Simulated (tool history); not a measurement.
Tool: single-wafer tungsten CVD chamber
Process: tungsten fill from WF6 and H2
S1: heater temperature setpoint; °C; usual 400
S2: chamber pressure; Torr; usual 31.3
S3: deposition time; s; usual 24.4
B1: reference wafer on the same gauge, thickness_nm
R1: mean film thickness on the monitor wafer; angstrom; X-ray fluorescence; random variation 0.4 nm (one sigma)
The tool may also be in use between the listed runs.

run    hour   S1    S2    S3      B1      R1
  1     0.0  400  31.3  24.4  78.551  730.87
  2    38.8  400  31.3  24.4  78.353  725.44
  3   103.7  400  31.3  24.4  78.189  721.36
  4   166.4  400  31.3  24.4  78.083  722.97
  5   200.5  400  31.3  24.4  77.932  726.34
  6   343.7  400  31.3  24.4  77.587  712.45
      371.8  -- gauge calibrated
  7   411.0  396  31.3  24.4  78.938  671.79
  8   455.1  396  31.3  24.4  78.895  671.43
  9   487.1  396  31.3  24.4  78.896  668.87
 10   554.2  400  31.3  24.4  78.609  733.79
 11   604.0  411  33.6  25.8  78.500  983.62
 12   675.5  408  35.9  26.1  78.168  968.81
      698.8  -- capacitance manometer re-zeroed and calibrated
      711.2  -- thermocouple changed; heater temperature recalibrated
 13   838.0  400  31.3  22.4  77.790  664.85
 14   876.9  414  34.3  19.9  77.493  797.74
      890.8  -- showerhead replaced
 15   908.3  400  24.1  24.4  77.565  647.51
 16   973.0  392  31.3  24.4  77.262  601.58
      979.5  -- gauge calibrated
 17  1019.1  400  31.3  24.4  79.456  736.50
 18  1058.7  400  31.3  24.4  79.438  732.42
 19  1088.0  392  31.3  21.6  79.328  544.82
 20  1154.1  400  24.4  24.4  79.101  665.04
 21  1186.0  411  29.0  27.2  78.993  987.50

Some steps in R1 between neighbouring runs. How much of each would the tool show without its hidden state too (settings, what came in, random variation), and how much is left for the hidden state, with any gauge scatter that isn't in both results?
The hidden state here: wafer temperature above the value expected at the setpoint (K); true pressure above the setpoint (%); gauge reads high (%).
Run 6 -> 7: S1 400 -> 396, gauge calibrated. R1 -40.66 angstrom: hidden state +14.45, all else -55.11.
Run 12 -> 13: S1 408 -> 400, S2 35.9 -> 31.3, S3 26.1 -> 22.4, capacitance manometer re-zeroed and calibrated, thermocouple changed; heater temperature recalibrated. R1 -303.96 angstrom: hidden state -0.27, all else -303.69.
Run 16 -> 17: S1 392 -> 400, gauge calibrated. R1 +134.92 angstrom: hidden state +18.21, all else +116.71.
Run 20 -> 21: S1 400 -> 411, S2 24.4 -> 29.0, S3 24.4 -> 27.2. R1 +322.46 angstrom: hidden state -1.93, all else +324.39.
